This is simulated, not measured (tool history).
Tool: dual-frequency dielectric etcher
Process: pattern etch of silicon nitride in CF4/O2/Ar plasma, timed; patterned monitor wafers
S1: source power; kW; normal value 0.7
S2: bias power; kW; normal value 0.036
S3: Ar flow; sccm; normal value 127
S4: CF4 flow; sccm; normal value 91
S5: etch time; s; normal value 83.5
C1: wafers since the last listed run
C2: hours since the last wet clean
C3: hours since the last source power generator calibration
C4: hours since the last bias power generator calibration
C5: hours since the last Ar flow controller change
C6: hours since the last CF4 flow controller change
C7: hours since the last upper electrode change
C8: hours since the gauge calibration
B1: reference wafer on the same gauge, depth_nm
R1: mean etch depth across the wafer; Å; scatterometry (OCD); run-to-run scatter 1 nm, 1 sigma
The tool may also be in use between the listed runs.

run,day,S1,S2,S3,S4,S5,C1,C2,C3,C4,C5,C6,C7,C8,B1,R1
1,0,0.7,0.036,127,91,83.5,0,131.7,3722.3,2058.2,4722.6,2051.4,1837.4,1490.5,192.8,1723
# day 0.804: bias power generator calibrated
# day 4.038: source power generator calibrated
# day 4.142: gauge calibrated
2,6.333,0.7,0.036,127,91,83.5,1998,283.7,55.1,132.7,4874.6,2203.4,1989.4,52.6,204.9,1831
# day 7.65: Ar flow controller replaced
3,8.538,0.7,0.036,127,91,83.5,650,336.6,108,185.6,21.3,2256.3,2042.3,105.5,204.5,1825
4,12.846,0.7,0.036,127,91,83.5,1435,440,211.4,289,124.7,2359.7,2145.7,208.9,204.4,1843
# day 15.454: wet clean of the chamber
# day 16.475: upper electrode replaced
5,16.496,0.7,0.036,149,83,83.5,549,25,299,376.6,212.3,2447.3,0.5,296.5,204.2,1780
6,18.5,0.7,0.036,149,83,83.5,667,73.1,347.1,424.7,260.4,2495.4,48.6,344.6,204.6,1777
7,22.8,0.61,0.036,146,91,83.5,1432,176.3,450.3,527.9,363.6,2598.6,151.8,447.8,203.7,1646
8,24.442,0.77,0.036,127,91,94,546,215.7,489.7,567.3,403,2638,191.2,487.2,203.6,2143
9,27.233,0.61,0.036,146,91,83.5,929,282.7,556.7,634.3,470,2705,258.2,554.2,203.8,1665
10,31.696,0.7,0.036,127,91,83.5,1486,389.8,663.8,741.4,577.1,2812.1,365.3,661.3,202.8,1820
11,33.521,0.7,0.036,127,114,83.5,607,433.6,707.6,785.2,620.9,2855.9,409.1,705.1,202.7,1848
12,35.333,0.7,0.036,139,97,72,603,477.1,751.1,828.7,664.4,2899.4,452.6,748.6,202.4,1555
# day 36.717: CF4 flow controller replaced
# day 39.275: wet clean of the chamber
13,39.296,0.7,0.036,127,91,83.5,903,0.5,846.2,923.8,759.5,61.9,547.7,843.7,201.2,1792
14,42.288,0.59,0.04,135,91,83.5,996,72.3,918,995.6,831.3,133.7,619.5,915.5,200.5,1705
15,45.488,0.7,0.036,127,91,83.5,1065,149.1,994.8,1072.4,908.1,210.5,696.3,992.3,200.4,1800
16,48.3,0.76,0.036,127,73,83.5,936,216.6,1062.3,1139.9,975.6,278,763.8,1059.8,199.6,1849
17,53.538,0.86,0.036,127,112,106,1744,342.3,1188,1265.6,1101.3,403.7,889.5,1185.5,198,2592
18,56.475,0.7,0.03,127,91,70,978,412.8,1258.5,1336.1,1171.8,474.2,960,1256,196.8,1366
19,59.692,0.55,0.036,127,91,92.5,1071,490,1335.7,1413.3,1249,551.4,1037.2,1333.2,196.1,1699
# day 60.038: gauge calibrated
20,62.967,0.7,0.036,127,91,83.5,1090,568.6,1414.3,1491.9,1327.6,630,1115.8,70.3,203.5,1820

Here are 5 independent what-if runs from the current tool condition. What would each one return?
A,62.983,0.7,0.036,127,91,83.5,5,569,1414.7,1492.3,1328,630.4,1116.2,70.7,?,?
B,62.983,0.7,0.036,103,108,83.5,5,569,1414.7,1492.3,1328,630.4,1116.2,70.7,?,?
C,62.983,0.7,0.034,136,91,94,5,569,1414.7,1492.3,1328,630.4,1116.2,70.7,?,?
D,62.983,0.7,0.036,104,84,83.5,5,569,1414.7,1492.3,1328,630.4,1116.2,70.7,?,?
E,62.983,0.77,0.036,96,91,90.5,5,569,1414.7,1492.3,1328,630.4,1116.2,70.7,?,?

run,B1,R1
A,203.6,1829
B,203.6,1898
C,203.6,1988
D,203.6,1858
E,203.6,2156
Without the tool's hidden state the same runs would have given:
run,R1
A,1843
B,1913
C,2004
D,1872
E,2173

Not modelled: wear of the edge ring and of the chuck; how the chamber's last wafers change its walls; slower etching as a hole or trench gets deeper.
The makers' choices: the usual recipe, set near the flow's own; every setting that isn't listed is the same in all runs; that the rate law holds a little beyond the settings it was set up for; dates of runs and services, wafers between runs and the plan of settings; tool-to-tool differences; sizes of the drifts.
